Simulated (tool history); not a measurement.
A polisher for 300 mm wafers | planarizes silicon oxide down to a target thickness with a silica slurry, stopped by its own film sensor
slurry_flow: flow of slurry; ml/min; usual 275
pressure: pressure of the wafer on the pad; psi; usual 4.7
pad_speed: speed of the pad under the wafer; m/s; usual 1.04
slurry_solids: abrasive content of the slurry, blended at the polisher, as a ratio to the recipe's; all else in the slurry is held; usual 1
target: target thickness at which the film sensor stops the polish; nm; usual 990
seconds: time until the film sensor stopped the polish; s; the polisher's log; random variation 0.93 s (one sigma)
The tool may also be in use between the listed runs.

run,hour,slurry_flow,pressure,pad_speed,slurry_solids,target,wafers since the last listed run,wafers polished on this pad,hours since the slurry nozzle was cleaned,hours since the head pressure was calibrated,hours since the slurry blender was calibrated,hours since the conditioning disc was replaced,"incoming thickness of the incoming film, nm",seconds
1,0,240,4.7,1.04,1,990,0,274,512.2,858.1,301.5,138.5,1297.6,124
2,12.9,240,4.7,1.04,1,990,136,410,525.1,871,314.4,151.4,1327.7,138.6
3,24.1,240,4.7,1.04,1,990,118,528,536.3,882.2,325.6,162.6,1302.8,125.9
4,35.2,245,4.7,1.04,1,990,117,645,547.4,893.3,336.7,173.7,1290.7,122.7
5,50.9,245,4.7,1.04,1,990,165,811,563.1,909,352.4,189.4,1333.5,139.9
6,58.1,245,4.7,1.04,1,990,75,887,570.3,916.2,359.6,196.6,1333.7,142.1
7,69,275,4.7,1.04,1,990,114,1002,581.2,927.1,370.5,207.5,1308.7,128.8
# hour 73.3: slurry blender recalibrated
# hour 77.4: worn pad replaced by a new one
8,77.9,275,4.7,1.04,1,990,30,5,590.1,936,4.6,216.4,1310.9,118.5
9,83.3,195,4.7,1.04,0.9,990,56,62,595.5,941.4,10,221.8,1290.3,126
10,92,275,4.7,1.14,1,1035,91,154,604.2,950.1,18.7,230.5,1314.1,97.8
11,106.1,275,4.7,1.04,1,990,148,303,618.3,964.2,32.8,244.6,1312.6,120.8
# hour 113.5: head pressure recalibrated
# hour 116.4: conditioning disc replaced and pad reconditioned
12,123.9,275,4.7,1.04,1,990,145,448,636.1,10.4,50.6,7.5,1318.1,111
13,132.8,275,4.7,0.84,1,990,93,542,645,19.3,59.5,16.4,1334.7,136.1
14,147.6,275,4.7,1.04,1,990,156,698,659.8,34.1,74.3,31.2,1317.2,116
# hour 160.1: slurry nozzle cleaned
15,161.2,325,4.7,1.3,1.1,949,132,831,1.1,47.7,87.9,44.8,1304.1,102.7
16,171.4,275,4.7,1.32,1,1085,107,939,11.3,57.9,98.1,55,1312.3,71.4
# hour 184.2: worn pad replaced by a new one
17,188.9,370,4.7,1.04,1.25,955,142,49,28.8,75.4,115.6,72.5,1323.2,112.8
18,201.2,275,4.7,1.36,1,990,129,179,41.1,87.7,127.9,84.8,1294.3,98
19,210.5,190,4.7,1.18,1.1,1048,98,277,50.4,97,137.2,94.1,1292.9,84.2
20,231.1,275,4.7,1.04,1,1078,217,494,71,117.6,157.8,114.7,1290.4,81
21,242.6,275,5.7,1.04,1,990,121,615,82.5,129.1,169.3,126.2,1299.4,106.3
22,255.2,275,4.7,1.04,1,990,132,748,95.1,141.7,181.9,138.8,1329.6,131.2
# hour 269.3: worn pad replaced by a new one
23,300.7,275,4.7,1.04,1,990,437,330,140.6,187.2,227.4,184.3,1286.1,116.1
24,318.2,350,6.3,1.04,0.75,990,184,515,158.1,204.7,244.9,201.8,1323.4,144.7

Forecast run 25:
25,356.3,275,4.7,1.04,0.7,990,401,917,196.2,242.8,283,239.9,1303.6,?

{"run 25": {"seconds": 190}}
Without the tool's hidden state the same run would have given seconds 149.2 s.

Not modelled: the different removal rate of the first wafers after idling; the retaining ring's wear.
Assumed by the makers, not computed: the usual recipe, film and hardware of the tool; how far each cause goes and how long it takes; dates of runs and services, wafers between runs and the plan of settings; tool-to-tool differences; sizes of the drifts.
